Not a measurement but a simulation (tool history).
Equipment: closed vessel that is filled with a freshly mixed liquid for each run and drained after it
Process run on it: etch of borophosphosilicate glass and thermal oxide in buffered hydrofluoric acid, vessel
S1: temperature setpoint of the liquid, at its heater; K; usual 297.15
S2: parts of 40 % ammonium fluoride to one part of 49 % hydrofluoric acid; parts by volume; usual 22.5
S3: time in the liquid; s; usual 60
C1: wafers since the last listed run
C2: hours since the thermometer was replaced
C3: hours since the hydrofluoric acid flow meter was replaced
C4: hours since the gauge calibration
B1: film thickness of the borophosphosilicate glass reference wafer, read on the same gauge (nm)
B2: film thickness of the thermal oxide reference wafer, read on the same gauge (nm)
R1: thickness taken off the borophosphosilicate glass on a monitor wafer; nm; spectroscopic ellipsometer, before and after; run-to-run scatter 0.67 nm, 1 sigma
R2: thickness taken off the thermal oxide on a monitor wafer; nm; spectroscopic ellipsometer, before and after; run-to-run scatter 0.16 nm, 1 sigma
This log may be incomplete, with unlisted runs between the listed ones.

run	hour	S1	S2	S3	C1	C2	C3	C4	B1	B2	R1	R2
1	0	297.15	22.5	60	0	205	1263.8	1686.3	50	59.99	87.9	35.47
2	81.6	297.15	15.5	60	8492	286.6	1345.4	1767.9	49.99	59.98	123.64	50.55
3	176.9	297.15	15.5	60	9918	381.9	1440.7	1863.2	50	59.97	123.76	50.3
4	224.2	300.65	22.5	75	4922	429.2	1488	1910.5	50	59.97	131.49	53.3
5	315.7	300.65	22.5	75	9523	520.7	1579.5	2002	50.01	59.96	129.04	53.51
6	369.4	297.15	22.5	60	5588	574.4	1633.2	2055.7	49.99	59.97	85.3	35.13
7	466.1	297.15	22.5	60	10064	671.1	1729.9	2152.4	50.02	59.99	86.37	35.01
8	518.5	297.15	27.5	60	5453	723.5	1782.3	2204.8	49.97	59.98	74.55	30.57
9	570	297.15	27.5	60	5359	775	1833.8	2256.3	49.97	59.99	74.65	30.53
10	623.3	297.15	22.5	60	5547	828.3	1887.1	2309.6	50	60.05	84.37	34.64
11	675.9	297.15	22.5	60	5474	880.9	1939.7	2362.2	50	60.03	86.38	34.93
12	749.7	297.15	25	60	7680	954.7	2013.5	2436	50.01	60.02	79.8	32.45
13	838.1	297.15	22.5	60	9200	1043.1	2101.9	2524.4	50	59.98	84.74	34.31
# hour 849.7: gauge calibrated
14	930.1	293.65	16.5	60	9575	1135.1	2193.9	80.4	49.99	60	95.46	38.52
# hour 936.5: hydrofluoric acid flow meter replaced
15	993.3	297.15	22.5	35	6473	1198.3	56.8	143.6	50	60.01	45.46	18.56
16	1042	294.65	22.5	60	5068	1247	105.5	192.3	50.01	60.01	68.73	27.72
17	1114.2	297.15	22.5	75	7514	1319.2	177.7	264.5	50.02	60.02	97.89	39.85
# hour 1138.9: thermometer replaced
18	1205.3	297.15	22.5	60	9377	66.4	268.8	355.6	50.01	59.99	86.22	34.76
19	1247.2	295.65	20	60	4360	108.3	310.7	397.5	50.02	60	86.79	34.82
20	1314.9	294.15	30	50	7046	176	378.4	465.2	50	59.98	49.4	19.98
21	1415.5	297.15	19	60	10470	276.6	479	565.8	50.01	60	97.49	39.63
22	1493.8	301.65	22.5	30	8149	354.9	557.3	644.1	50	60	54.02	22.08
23	1547.2	297.15	22.5	60	5557	408.3	610.7	697.5	49.99	59.98	84.15	34.23
24	1655	298.65	30	80	11219	516.1	718.5	805.3	50	59.98	99.69	40.91

Forecast each of these 5 alternatives for the next run:
A	1655.7	297.15	22.5	60	72	516.8	719.2	806	?	?	?	?
B	1655.7	297.15	15	90	72	516.8	719.2	806	?	?	?	?
C	1655.7	297.15	20	60	72	516.8	719.2	806	?	?	?	?
D	1655.7	292.65	19.5	60	72	516.8	719.2	806	?	?	?	?
E	1655.7	300.65	22.5	60	72	516.8	719.2	806	?	?	?	?

run	B1	B2	R1	R2
A	50	59.99	84.56	34.51
B	50	59.99	184.9	75.36
C	50	59.99	92.76	37.85
D	50	59.99	74.21	30.19
E	50	59.99	102.12	41.75
The same runs, with their run-to-run variation unchanged, on a tool lacking any hidden condition would have given:
run	R1	R2
A	85.37	34.86
B	184.61	75.28
C	92.61	37.8
D	74.16	30.19
E	103.04	42.15

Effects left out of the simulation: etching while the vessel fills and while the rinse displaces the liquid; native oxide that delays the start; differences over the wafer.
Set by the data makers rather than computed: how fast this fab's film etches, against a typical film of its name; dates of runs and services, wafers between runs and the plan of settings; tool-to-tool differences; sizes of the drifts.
